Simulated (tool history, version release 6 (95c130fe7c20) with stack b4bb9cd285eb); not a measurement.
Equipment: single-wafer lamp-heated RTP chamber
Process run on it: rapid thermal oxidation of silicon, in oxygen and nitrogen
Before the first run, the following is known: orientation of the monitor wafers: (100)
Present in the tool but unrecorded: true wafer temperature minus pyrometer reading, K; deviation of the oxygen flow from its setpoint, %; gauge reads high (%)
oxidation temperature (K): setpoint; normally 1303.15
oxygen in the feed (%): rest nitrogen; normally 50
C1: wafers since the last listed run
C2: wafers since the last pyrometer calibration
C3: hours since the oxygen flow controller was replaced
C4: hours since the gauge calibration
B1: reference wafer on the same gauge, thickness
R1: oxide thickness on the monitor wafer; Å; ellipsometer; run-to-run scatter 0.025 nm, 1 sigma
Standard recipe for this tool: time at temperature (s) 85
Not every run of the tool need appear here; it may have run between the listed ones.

run 1 hour=0.0 | oxidation_temperature_(K)=1303.15 time_at_temperature_(s)=85 oxygen_in_the_feed_(%)=50 | C1=0 C2=1068 C3=1407.6 C4=425.5 | B1=7.428 | R1=71.76
run 2 hour=67.4 | oxidation_temperature_(K)=1303.15 time_at_temperature_(s)=85 oxygen_in_the_feed_(%)=50 | C1=356 C2=1425 C3=1475.0 C4=492.9 | B1=7.431 | R1=72.15
run 3 hour=114.6 | oxidation_temperature_(K)=1303.15 time_at_temperature_(s)=85 oxygen_in_the_feed_(%)=50 | C1=249 C2=1675 C3=1522.2 C4=540.1 | B1=7.423 | R1=71.78
run 4 hour=175.3 | oxidation_temperature_(K)=1286.15 time_at_temperature_(s)=85 oxygen_in_the_feed_(%)=30 | C1=321 C2=1997 C3=1582.9 C4=600.8 | B1=7.434 | R1=54.01
run 5 hour=207.9 | oxidation_temperature_(K)=1303.15 time_at_temperature_(s)=51 oxygen_in_the_feed_(%)=59 | C1=172 C2=2169 C3=1615.5 C4=633.4 | B1=7.419 | R1=61.40
run 6 hour=241.1 | oxidation_temperature_(K)=1303.15 time_at_temperature_(s)=51 oxygen_in_the_feed_(%)=59 | C1=175 C2=2345 C3=1648.7 C4=666.6 | B1=7.428 | R1=60.81
run 7 hour=312.4 | oxidation_temperature_(K)=1303.15 time_at_temperature_(s)=51 oxygen_in_the_feed_(%)=59 | C1=377 C2=2723 C3=1720.0 C4=737.9 | B1=7.438 | R1=61.38
run 8 hour=338.8 | oxidation_temperature_(K)=1303.15 time_at_temperature_(s)=85 oxygen_in_the_feed_(%)=50 | C1=139 C2=2862 C3=1746.4 C4=764.3 | B1=7.418 | R1=72.55
run 9 hour=370.2 | oxidation_temperature_(K)=1303.15 time_at_temperature_(s)=85 oxygen_in_the_feed_(%)=50 | C1=166 C2=3029 C3=1777.8 C4=795.7 | B1=7.424 | R1=72.53
run 10 hour=431.6 | oxidation_temperature_(K)=1303.15 time_at_temperature_(s)=85 oxygen_in_the_feed_(%)=50 | C1=325 C2=3354 C3=1839.2 C4=857.1 | B1=7.428 | R1=72.89
-- hour=500.9 pyrometer window cleaned and pyrometer calibrated
run 11 hour=501.4 | oxidation_temperature_(K)=1303.15 time_at_temperature_(s)=74 oxygen_in_the_feed_(%)=27 | C1=327 C2=2 C3=1909.0 C4=926.9 | B1=7.431 | R1=55.65
run 12 hour=567.8 | oxidation_temperature_(K)=1303.15 time_at_temperature_(s)=85 oxygen_in_the_feed_(%)=50 | C1=351 C2=354 C3=1975.4 C4=993.3 | B1=7.424 | R1=74.01
-- hour=590.0 gauge calibrated
-- hour=608.3 oxygen flow controller replaced
run 13 hour=629.3 | oxidation_temperature_(K)=1318.15 time_at_temperature_(s)=97 oxygen_in_the_feed_(%)=50 | C1=283 C2=637 C3=21.0 C4=39.3 | B1=7.420 | R1=87.14
run 14 hour=668.1 | oxidation_temperature_(K)=1318.15 time_at_temperature_(s)=97 oxygen_in_the_feed_(%)=50 | C1=205 C2=842 C3=59.8 C4=78.1 | B1=7.426 | R1=87.27
run 15 hour=708.0 | oxidation_temperature_(K)=1303.15 time_at_temperature_(s)=85 oxygen_in_the_feed_(%)=50 | C1=211 C2=1054 C3=99.7 C4=118.0 | B1=7.429 | R1=74.20
run 16 hour=751.1 | oxidation_temperature_(K)=1303.15 time_at_temperature_(s)=85 oxygen_in_the_feed_(%)=50 | C1=228 C2=1282 C3=142.8 C4=161.1 | B1=7.435 | R1=74.40
run 17 hour=784.0 | oxidation_temperature_(K)=1303.15 time_at_temperature_(s)=85 oxygen_in_the_feed_(%)=44 | C1=174 C2=1456 C3=175.7 C4=194.0 | B1=7.427 | R1=71.15
run 18 hour=847.2 | oxidation_temperature_(K)=1303.15 time_at_temperature_(s)=85 oxygen_in_the_feed_(%)=44 | C1=334 C2=1791 C3=238.9 C4=257.2 | B1=7.423 | R1=71.64
run 19 hour=916.9 | oxidation_temperature_(K)=1325.15 time_at_temperature_(s)=85 oxygen_in_the_feed_(%)=22 | C1=369 C2=2160 C3=308.6 C4=326.9 | B1=7.428 | R1=65.05
run 20 hour=970.5 | oxidation_temperature_(K)=1318.15 time_at_temperature_(s)=43 oxygen_in_the_feed_(%)=26 | C1=283 C2=2444 C3=362.2 C4=380.5 | B1=7.428 | R1=49.15
-- hour=979.8 pyrometer window cleaned and pyrometer calibrated, repeated, since the last time left the tool worse
run 21 hour=998.1 | oxidation_temperature_(K)=1293.15 time_at_temperature_(s)=85 oxygen_in_the_feed_(%)=36 | C1=103 C2=96 C3=389.8 C4=408.1 | B1=7.426 | R1=59.56
run 22 hour=1043.1 | oxidation_temperature_(K)=1282.15 time_at_temperature_(s)=85 oxygen_in_the_feed_(%)=78 | C1=238 C2=335 C3=434.8 C4=453.1 | B1=7.447 | R1=72.05
run 23 hour=1095.0 | oxidation_temperature_(K)=1303.15 time_at_temperature_(s)=85 oxygen_in_the_feed_(%)=50 | C1=274 C2=610 C3=486.7 C4=505.0 | B1=7.438 | R1=71.95
run 24 hour=1148.7 | oxidation_temperature_(K)=1303.15 time_at_temperature_(s)=127 oxygen_in_the_feed_(%)=50 | C1=284 C2=894 C3=540.4 C4=558.7 | B1=7.423 | R1=86.64
run 25 hour=1188.9 | oxidation_temperature_(K)=1303.15 time_at_temperature_(s)=85 oxygen_in_the_feed_(%)=50 | C1=212 C2=1107 C3=580.6 C4=598.9 | B1=7.424 | R1=72.03
run 26 hour=1225.8 | oxidation_temperature_(K)=1303.15 time_at_temperature_(s)=85 oxygen_in_the_feed_(%)=50 | C1=195 C2=1302 C3=617.5 C4=635.8 | B1=7.426 | R1=71.99
run 27 hour=1271.3 | oxidation_temperature_(K)=1303.15 time_at_temperature_(s)=85 oxygen_in_the_feed_(%)=50 | C1=240 C2=1543 C3=663.0 C4=681.3 | B1=7.421 | R1=72.15
run 28 hour=1330.2 | oxidation_temperature_(K)=1274.15 time_at_temperature_(s)=54 oxygen_in_the_feed_(%)=50 | C1=311 C2=1855 C3=721.9 C4=740.2 | B1=7.432 | R1=48.45
run 29 hour=1401.8 | oxidation_temperature_(K)=1327.15 time_at_temperature_(s)=85 oxygen_in_the_feed_(%)=67 | C1=379 C2=2234 C3=793.5 C4=811.8 | B1=7.422 | R1=95.28
run 30 hour=1460.3 | oxidation_temperature_(K)=1303.15 time_at_temperature_(s)=66 oxygen_in_the_feed_(%)=50 | C1=309 C2=2544 C3=852.0 C4=870.3 | B1=7.424 | R1=64.46
run 31 hour=1507.0 | oxidation_temperature_(K)=1303.15 time_at_temperature_(s)=85 oxygen_in_the_feed_(%)=50 | C1=247 C2=2791 C3=898.7 C4=917.0 | B1=7.432 | R1=72.54
run 32 hour=1559.2 | oxidation_temperature_(K)=1303.15 time_at_temperature_(s)=66 oxygen_in_the_feed_(%)=50 | C1=276 C2=3068 C3=950.9 C4=969.2 | B1=7.429 | R1=64.97
-- hour=1583.9 gauge calibrated
run 33 hour=1608.2 | oxidation_temperature_(K)=1323.15 time_at_temperature_(s)=72 oxygen_in_the_feed_(%)=50 | C1=259 C2=3327 C3=999.9 C4=24.3 | B1=7.435 | R1=77.51
run 34 hour=1658.5 | oxidation_temperature_(K)=1317.15 time_at_temperature_(s)=123 oxygen_in_the_feed_(%)=50 | C1=266 C2=3594 C3=1050.2 C4=74.6 | B1=7.435 | R1=95.06
-- hour=1668.2 pyrometer window cleaned and pyrometer calibrated
run 35 hour=1715.8 | oxidation_temperature_(K)=1282.15 time_at_temperature_(s)=85 oxygen_in_the_feed_(%)=78 | C1=261 C2=252 C3=1107.5 C4=131.9 | B1=7.434 | R1=72.40
run 36 hour=1756.8 | oxidation_temperature_(K)=1282.15 time_at_temperature_(s)=106 oxygen_in_the_feed_(%)=69 | C1=217 C2=469 C3=1148.5 C4=172.9 | B1=7.436 | R1=76.13
run 37 hour=1791.7 | oxidation_temperature_(K)=1303.15 time_at_temperature_(s)=118 oxygen_in_the_feed_(%)=50 | C1=184 C2=653 C3=1183.4 C4=207.8 | B1=7.428 | R1=83.60
run 38 hour=1854.3 | oxidation_temperature_(K)=1303.15 time_at_temperature_(s)=85 oxygen_in_the_feed_(%)=50 | C1=331 C2=985 C3=1246.0 C4=270.4 | B1=7.429 | R1=72.10
run 39 hour=1924.1 | oxidation_temperature_(K)=1317.15 time_at_temperature_(s)=115 oxygen_in_the_feed_(%)=76 | C1=369 C2=1355 C3=1315.8 C4=340.2 | B1=7.425 | R1=106.43

Measured result minus the same run's result without the hidden state. Both carry the same run-to-run variation, though not necessarily the same gauge scatter:
run=1 R1=+0.89
run=2 R1=+1.05
run=3 R1=+1.13
run=4 R1=+0.88
run=5 R1=+1.04
run=6 R1=+1.06
run=7 R1=+1.11
run=8 R1=+1.34
run=9 R1=+1.35
run=10 R1=+1.39
run=11 R1=+1.70
run=12 R1=+2.72
run=13 R1=+3.45
run=14 R1=+3.60
run=15 R1=+3.21
run=16 R1=+3.32
run=17 R1=+3.22
run=18 R1=+3.33
run=19 R1=+2.94
run=20 R1=+2.17
run=21 R1=+0.12
run=22 R1=+0.41
run=23 R1=+0.61
run=24 R1=+0.96
run=25 R1=+0.90
run=26 R1=+0.98
run=27 R1=+1.07
run=28 R1=+0.76
run=29 R1=+1.58
run=30 R1=+1.14
run=31 R1=+1.31
run=32 R1=+1.19
run=33 R1=+1.41
run=34 R1=+1.78
run=35 R1=+0.52
run=36 R1=+0.76
run=37 R1=+0.97
run=38 R1=+1.02
run=39 R1=+1.74
